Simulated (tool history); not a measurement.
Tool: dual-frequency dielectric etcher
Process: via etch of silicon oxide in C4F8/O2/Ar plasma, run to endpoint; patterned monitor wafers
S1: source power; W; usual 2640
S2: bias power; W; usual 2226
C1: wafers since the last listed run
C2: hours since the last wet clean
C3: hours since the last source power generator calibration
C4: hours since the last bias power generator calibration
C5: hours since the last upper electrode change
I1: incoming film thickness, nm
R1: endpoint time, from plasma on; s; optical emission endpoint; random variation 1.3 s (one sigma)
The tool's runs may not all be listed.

run,hour,S1,S2,C1,C2,C3,C4,C5,I1,R1
1,0.0,2130,1875,0,585.6,2764.2,1320.9,3823.8,1197.1,234.2
2,59.6,2130,1875,449,645.2,2823.8,1380.5,3883.4,1185.8,229.1
# hour 91.8: wet clean of the chamber
3,97.2,2640,2226,102,5.4,2861.4,1418.1,3921.0,1194.0,190.1
4,204.7,2640,2226,810,112.9,2968.9,1525.6,4028.5,1187.2,187.6
5,252.9,2640,2226,363,161.1,3017.1,1573.8,4076.7,1200.6,189.7
6,300.0,2640,2226,355,208.2,3064.2,1620.9,4123.8,1190.5,189.4
7,370.0,2640,2226,527,278.2,3134.2,1690.9,4193.8,1194.9,191.6
8,404.8,2640,1964,262,313.0,3169.0,1725.7,4228.6,1180.9,198.0
9,462.5,2640,2226,435,370.7,3226.7,1783.4,4286.3,1199.1,193.0
10,509.1,2640,2226,351,417.3,3273.3,1830.0,4332.9,1185.9,194.6
11,549.1,2640,2226,301,457.3,3313.3,1870.0,4372.9,1186.2,195.2
# hour 633.2: wet clean of the chamber
12,633.7,3030,1967,456,0.5,3397.9,1954.6,4457.5,1189.0,182.2
13,664.9,2280,2418,235,31.7,3429.1,1985.8,4488.7,1184.4,196.1
14,696.8,2000,2374,240,63.6,3461.0,2017.7,4520.6,1183.5,209.1
15,722.2,2830,2488,191,89.0,3486.4,2043.1,4546.0,1179.1,174.9
16,789.4,2640,2226,506,156.2,3553.6,2110.3,4613.2,1181.9,189.1
17,848.1,2450,2031,442,214.9,3612.3,2169.0,4671.9,1192.5,201.1
18,892.4,3000,1840,333,259.2,3656.6,2213.3,4716.2,1196.7,190.9
19,975.0,2640,2226,622,341.8,3739.2,2295.9,4798.8,1175.0,192.1
# hour 1057.7: bias power generator calibrated
# hour 1112.8: upper electrode replaced
20,1154.4,2850,2226,1141,521.2,3918.6,96.7,41.6,1189.0,185.8
21,1208.8,2640,2226,410,575.6,3973.0,151.1,96.0,1183.5,197.8
# hour 1247.3: wet clean of the chamber
22,1247.8,2640,1822,113,0.5,4012.0,190.1,135.0,1188.5,200.7
23,1270.7,2880,1894,172,23.4,4034.9,213.0,157.9,1201.9,188.9
24,1300.8,2640,2636,226,53.5,4065.0,243.1,188.0,1186.5,177.6
25,1344.2,2440,2226,327,96.9,4108.4,286.5,231.4,1184.4,198.1
# hour 1378.4: source power generator calibrated
26,1382.9,2100,1745,261,135.6,4.5,325.2,270.1,1188.8,232.3
27,1418.3,3280,1931,266,171.0,39.9,360.6,305.5,1192.0,180.1
28,1450.1,2330,2422,239,202.8,71.7,392.4,337.3,1186.6,198.8
29,1651.9,2640,2226,1521,404.6,273.5,594.2,539.1,1180.9,192.4
30,1706.3,2010,1817,410,459.0,327.9,648.6,593.5,1202.8,242.0
31,1733.0,3000,2405,201,485.7,354.6,675.3,620.2,1197.3,182.1
32,1757.1,2190,2707,181,509.8,378.7,699.4,644.3,1189.8,204.7
33,1816.4,2640,2226,447,569.1,438.0,758.7,703.6,1186.8,199.9
# hour 1919.8: wet clean of the chamber
34,1920.3,2110,2034,602,0.5,541.9,862.6,807.5,1200.7,218.6

Forecast each of these 5 alternatives for the next run:
A,1920.8,2640,2226,3,1.0,542.4,863.1,808.0,1197.0,?
B,1920.8,2640,1694,3,1.0,542.4,863.1,808.0,1197.0,?
C,1920.8,2440,2022,3,1.0,542.4,863.1,808.0,1197.0,?
D,1920.8,3240,2226,3,1.0,542.4,863.1,808.0,1197.0,?
E,1920.8,3100,2461,3,1.0,542.4,863.1,808.0,1197.0,?

run,R1
A,188.3
B,204.7
C,201.7
D,170.7
E,169.0
Without the tool's hidden state the same runs would have given:
run,R1
A,187.7
B,204.0
C,201.1
D,170.1
E,168.4
